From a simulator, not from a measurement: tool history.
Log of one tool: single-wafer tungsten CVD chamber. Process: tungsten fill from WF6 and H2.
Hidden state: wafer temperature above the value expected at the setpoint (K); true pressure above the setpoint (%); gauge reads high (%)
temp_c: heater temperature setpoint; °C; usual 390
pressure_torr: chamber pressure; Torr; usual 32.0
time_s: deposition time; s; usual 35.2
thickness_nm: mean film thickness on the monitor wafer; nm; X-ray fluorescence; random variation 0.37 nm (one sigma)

| run | day | temp_c | pressure_torr | time_s | wafers since the last listed run | hours since the last thermocouple change | hours since the last manometer calibration | hours since the showerhead was replaced | hours since the gauge calibration | read-back reference wafer on the same gauge, thickness_nm | thickness_nm |
|---|---|---|---|---|---|---|---|---|---|---|---|
| 1 | 0.000 | 390 | 32.0 | 32.1 | 0 | 1341.1 | 2264.7 | 5706.9 | 815.0 | 91.336 | 74.859 |
| 2 | 2.967 | 390 | 32.0 | 32.1 | 2172 | 1412.3 | 2335.9 | 5778.1 | 886.2 | 91.158 | 74.356 |
| 3 | 4.183 | 390 | 32.0 | 35.2 | 890 | 1441.5 | 2365.1 | 5807.3 | 915.4 | 91.076 | 81.797 |
| 4 | 4.712 | 390 | 32.0 | 35.2 | 387 | 1454.2 | 2377.8 | 5820.0 | 928.1 | 91.040 | 81.802 |
|  | 5.158 | capacitance manometer re-zeroed and calibrated |
| 5 | 5.454 | 390 | 32.0 | 35.2 | 299 | 1472.0 | 7.1 | 5837.8 | 945.9 | 91.069 | 81.076 |
| 6 | 6.054 | 390 | 32.0 | 35.2 | 439 | 1486.4 | 21.5 | 5852.2 | 960.3 | 91.124 | 80.845 |
| 7 | 7.542 | 390 | 32.0 | 35.2 | 1089 | 1522.1 | 57.2 | 5887.9 | 996.0 | 90.881 | 81.209 |
| 8 | 8.779 | 390 | 32.0 | 35.2 | 906 | 1551.8 | 86.9 | 5917.6 | 1025.7 | 90.806 | 81.402 |
|  | 10.188 | thermocouple changed; heater temperature recalibrated |
| 9 | 10.208 | 390 | 32.0 | 35.2 | 802 | 0.5 | 121.2 | 5951.9 | 1060.0 | 90.728 | 81.508 |
| 10 | 11.325 | 390 | 32.0 | 35.2 | 817 | 27.3 | 148.0 | 5978.7 | 1086.8 | 90.514 | 80.700 |
|  | 11.938 | showerhead replaced |
| 11 | 12.750 | 390 | 32.0 | 35.2 | 799 | 61.5 | 182.2 | 19.5 | 1121.0 | 90.645 | 80.329 |
| 12 | 14.021 | 390 | 32.0 | 35.2 | 930 | 92.0 | 212.7 | 50.0 | 1151.5 | 90.257 | 81.000 |
|  | 14.150 | gauge calibrated |
| 13 | 16.917 | 378 | 32.0 | 35.2 | 2120 | 161.5 | 282.2 | 119.5 | 66.4 | 92.421 | 66.757 |
| 14 | 17.867 | 390 | 39.5 | 35.2 | 695 | 184.3 | 305.0 | 142.3 | 89.2 | 92.144 | 90.802 |
| 15 | 19.108 | 390 | 32.0 | 35.2 | 909 | 214.1 | 334.8 | 172.1 | 119.0 | 92.270 | 82.152 |
| 16 | 20.117 | 382 | 24.0 | 35.2 | 738 | 238.3 | 359.0 | 196.3 | 143.2 | 92.173 | 63.509 |
| 17 | 20.700 | 380 | 38.0 | 37.1 | 427 | 252.3 | 373.0 | 210.3 | 157.2 | 92.219 | 78.865 |
| 18 | 21.362 | 390 | 29.6 | 28.4 | 485 | 268.2 | 388.9 | 226.2 | 173.1 | 92.254 | 64.569 |
| 19 | 22.467 | 390 | 37.3 | 35.2 | 808 | 294.7 | 415.4 | 252.7 | 199.6 | 92.249 | 88.042 |
| 20 | 23.646 | 399 | 27.6 | 29.7 | 863 | 323.0 | 443.7 | 281.0 | 227.9 | 92.207 | 75.407 |
| 21 | 24.583 | 395 | 39.7 | 38.9 | 686 | 345.5 | 466.2 | 303.5 | 250.4 | 92.263 | 109.430 |
| 22 | 25.329 | 380 | 38.0 | 37.1 | 546 | 363.4 | 484.1 | 321.4 | 268.3 | 92.228 | 79.314 |
| 23 | 26.479 | 402 | 28.5 | 35.2 | 842 | 391.0 | 511.7 | 349.0 | 295.9 | 92.241 | 95.035 |
| 24 | 27.946 | 390 | 32.0 | 35.2 | 1074 | 426.2 | 546.9 | 384.2 | 331.1 | 92.291 | 82.377 |
| 25 | 29.017 | 390 | 32.0 | 35.2 | 784 | 451.9 | 572.6 | 409.9 | 356.8 | 91.983 | 81.721 |
| 26 | 30.138 | 390 | 37.1 | 41.6 | 820 | 478.8 | 599.5 | 436.8 | 383.7 | 92.109 | 103.866 |
| 27 | 30.921 | 390 | 32.0 | 29.6 | 573 | 497.6 | 618.3 | 455.6 | 402.5 | 92.135 | 69.366 |
| 28 | 31.783 | 383 | 26.3 | 40.6 | 631 | 518.3 | 639.0 | 476.3 | 423.2 | 91.912 | 77.104 |

Run 29 comes next. What will it give?
| 29 | 32.283 | 390 | 32.0 | 35.2 | 366 | 530.3 | 651.0 | 488.3 | 435.2 | ? | ? |

read-back reference wafer on the same gauge, thickness_nm: 92.012
thickness_nm: 82.810 nm
Without the tool's hidden state the same run would have given thickness_nm 83.153 nm.
